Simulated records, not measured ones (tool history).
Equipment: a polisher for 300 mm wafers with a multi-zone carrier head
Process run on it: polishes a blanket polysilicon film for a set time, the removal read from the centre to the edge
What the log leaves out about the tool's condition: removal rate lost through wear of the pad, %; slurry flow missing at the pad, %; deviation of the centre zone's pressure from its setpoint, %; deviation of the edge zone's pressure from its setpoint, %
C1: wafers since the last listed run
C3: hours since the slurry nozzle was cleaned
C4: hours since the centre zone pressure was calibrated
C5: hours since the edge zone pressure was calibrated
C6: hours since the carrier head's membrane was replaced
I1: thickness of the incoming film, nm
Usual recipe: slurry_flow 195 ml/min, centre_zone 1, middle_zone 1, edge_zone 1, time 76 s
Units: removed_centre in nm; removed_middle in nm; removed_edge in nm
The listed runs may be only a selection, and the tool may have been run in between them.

run 1 day=0 | slurry_flow=195 centre_zone=1 middle_zone=1 edge_zone=1 time=76 | C1=0 wafers_polished_on_this_pad=1264 C3=354.6 C4=1151.8 C5=469.4 C6=1603.9 | I1=2237.8 | removed_centre=378.3 removed_middle=375.9 removed_edge=388.6
run 2 day=0.862 | slurry_flow=195 centre_zone=1 middle_zone=1 edge_zone=1 time=76 | C1=185 wafers_polished_on_this_pad=1449 C3=375.3 C4=1172.5 C5=490.1 C6=1624.6 | I1=2252 | removed_centre=373.3 removed_middle=387.7 removed_edge=394.9
run 3 day=1.975 | slurry_flow=195 centre_zone=1 middle_zone=1 edge_zone=1 time=76 | C1=239 wafers_polished_on_this_pad=1688 C3=402 C4=1199.2 C5=516.8 C6=1651.3 | I1=2220.5 | removed_centre=379.7 removed_middle=382.1 removed_edge=392.2
run 4 day=2.542 | slurry_flow=195 centre_zone=1 middle_zone=1 edge_zone=1 time=76 | C1=121 wafers_polished_on_this_pad=1810 C3=415.6 C4=1212.8 C5=530.4 C6=1664.9 | I1=2207 | removed_centre=379.4 removed_middle=378.7 removed_edge=390.1
-- day=3.075 worn pad replaced by a new one
run 5 day=4.038 | slurry_flow=195 centre_zone=1.12 middle_zone=1 edge_zone=1 time=76 | C1=285 wafers_polished_on_this_pad=207 C3=451.5 C4=1248.7 C5=566.3 C6=1700.8 | I1=2227.7 | removed_centre=394.9 removed_middle=376.5 removed_edge=382.2
-- day=4.954 slurry nozzle cleaned
run 6 day=5.321 | slurry_flow=175 centre_zone=1 middle_zone=1 edge_zone=1 time=76 | C1=266 wafers_polished_on_this_pad=473 C3=8.8 C4=1279.5 C5=597.1 C6=1731.6 | I1=2258 | removed_centre=394.4 removed_middle=391.9 removed_edge=406.9
run 7 day=6.617 | slurry_flow=170 centre_zone=0.92 middle_zone=1 edge_zone=1 time=76 | C1=278 wafers_polished_on_this_pad=752 C3=39.9 C4=1310.6 C5=628.2 C6=1762.7 | I1=2265.2 | removed_centre=366.7 removed_middle=393.1 removed_edge=400.2
run 8 day=7.367 | slurry_flow=195 centre_zone=1 middle_zone=1 edge_zone=1 time=76 | C1=161 wafers_polished_on_this_pad=913 C3=57.9 C4=1328.6 C5=646.2 C6=1780.7 | I1=2214.4 | removed_centre=389 removed_middle=400.8 removed_edge=407.5
run 9 day=8.575 | slurry_flow=195 centre_zone=1 middle_zone=0.92 edge_zone=1 time=100 | C1=259 wafers_polished_on_this_pad=1172 C3=86.9 C4=1357.6 C5=675.2 C6=1809.7 | I1=2231.7 | removed_centre=526.4 removed_middle=511.5 removed_edge=539.4
run 10 day=9.704 | slurry_flow=195 centre_zone=1 middle_zone=1 edge_zone=1 time=76 | C1=242 wafers_polished_on_this_pad=1415 C3=114 C4=1384.7 C5=702.3 C6=1836.8 | I1=2209.1 | removed_centre=397.8 removed_middle=399.8 removed_edge=407.8
run 11 day=10.508 | slurry_flow=195 centre_zone=0.92 middle_zone=1.1 edge_zone=1 time=76 | C1=172 wafers_polished_on_this_pad=1588 C3=133.3 C4=1404 C5=721.6 C6=1856.1 | I1=2232.3 | removed_centre=373.3 removed_middle=417.2 removed_edge=404
-- day=10.929 worn pad replaced by a new one
-- day=11.271 carrier head's membrane replaced by a new one
run 12 day=11.521 | slurry_flow=195 centre_zone=1 middle_zone=1 edge_zone=1 time=76 | C1=136 wafers_polished_on_this_pad=82 C3=157.6 C4=1428.3 C5=745.9 C6=6 | I1=2233.6 | removed_centre=385.1 removed_middle=395.2 removed_edge=400.7
-- day=12.167 centre zone pressure recalibrated
-- day=12.246 edge zone pressure recalibrated
run 13 day=12.267 | slurry_flow=195 centre_zone=1 middle_zone=1 edge_zone=0.97 time=49 | C1=124 wafers_polished_on_this_pad=207 C3=175.5 C4=2.4 C5=0.5 C6=23.9 | I1=2273.6 | removed_centre=254.1 removed_middle=251.7 removed_edge=253.9
run 14 day=13.608 | slurry_flow=195 centre_zone=1 middle_zone=1 edge_zone=1 time=76 | C1=288 wafers_polished_on_this_pad=495 C3=207.7 C4=34.6 C5=32.7 C6=56.1 | I1=2240 | removed_centre=392.7 removed_middle=388.6 removed_edge=396
run 15 day=14.133 | slurry_flow=155 centre_zone=1.09 middle_zone=1 edge_zone=0.93 time=84 | C1=112 wafers_polished_on_this_pad=608 C3=220.3 C4=47.2 C5=45.3 C6=68.7 | I1=2267.9 | removed_centre=429.5 removed_middle=412.4 removed_edge=418.2
run 16 day=15.421 | slurry_flow=245 centre_zone=1 middle_zone=1.07 edge_zone=0.92 time=76 | C1=276 wafers_polished_on_this_pad=884 C3=251.2 C4=78.1 C5=76.2 C6=99.6 | I1=2262.6 | removed_centre=395.9 removed_middle=427.7 removed_edge=396.1
run 17 day=16.771 | slurry_flow=220 centre_zone=1 middle_zone=1 edge_zone=0.95 time=62 | C1=290 wafers_polished_on_this_pad=1175 C3=283.6 C4=110.5 C5=108.6 C6=132 | I1=2246.2 | removed_centre=317.4 removed_middle=322.6 removed_edge=323
run 18 day=17.512 | slurry_flow=195 centre_zone=1 middle_zone=1.08 edge_zone=1 time=89 | C1=159 wafers_polished_on_this_pad=1334 C3=301.4 C4=128.3 C5=126.4 C6=149.8 | I1=2237.6 | removed_centre=444.1 removed_middle=469 removed_edge=469.4
-- day=18.054 worn pad replaced by a new one
run 19 day=18.112 | slurry_flow=220 centre_zone=0.96 middle_zone=1 edge_zone=1 time=76 | C1=93 wafers_polished_on_this_pad=12 C3=315.8 C4=142.7 C5=140.8 C6=164.2 | I1=2206.2 | removed_centre=376.2 removed_middle=394.1 removed_edge=397.8
run 20 day=18.721 | slurry_flow=135 centre_zone=1.07 middle_zone=1.03 edge_zone=1 time=76 | C1=130 wafers_polished_on_this_pad=142 C3=330.4 C4=157.3 C5=155.4 C6=178.8 | I1=2251.2 | removed_centre=356.9 removed_middle=354.2 removed_edge=373
run 21 day=19.767 | slurry_flow=175 centre_zone=0.95 middle_zone=1 edge_zone=1 time=76 | C1=224 wafers_polished_on_this_pad=367 C3=355.5 C4=182.4 C5=180.5 C6=203.9 | I1=2193.3 | removed_centre=357 removed_middle=374.4 removed_edge=378.2
run 22 day=21.096 | slurry_flow=195 centre_zone=1 middle_zone=1 edge_zone=1 time=76 | C1=285 wafers_polished_on_this_pad=653 C3=387.4 C4=214.3 C5=212.4 C6=235.8 | I1=2258.5 | removed_centre=372 removed_middle=379.8 removed_edge=399.3
run 23 day=22.233 | slurry_flow=225 centre_zone=1 middle_zone=1 edge_zone=1 time=76 | C1=244 wafers_polished_on_this_pad=897 C3=414.7 C4=241.6 C5=239.7 C6=263.1 | I1=2253.9 | removed_centre=383.2 removed_middle=390 removed_edge=401.3

Exercise: give the hidden state of the tool at every run:
removal rate lost through wear of the pad, %: 0 across all the runs
deviation of the centre zone's pressure from its setpoint, %: 0 across all the runs
deviation of the edge zone's pressure from its setpoint, %: 0 across all the runs
H1: slurry flow missing at the pad, %
run=1 H1=25.2
run=2 H1=26.5
run=3 H1=28.1
run=4 H1=29
run=5 H1=31.2
run=6 H1=3.26
run=7 H1=5.21
run=8 H1=6.34
run=9 H1=8.16
run=10 H1=9.86
run=11 H1=11.1
run=12 H1=12.6
run=13 H1=13.7
run=14 H1=15.7
run=15 H1=16.5
run=16 H1=18.5
run=17 H1=20.5
run=18 H1=21.6
run=19 H1=22.5
run=20 H1=23.4
run=21 H1=25
run=22 H1=27
run=23 H1=28.7
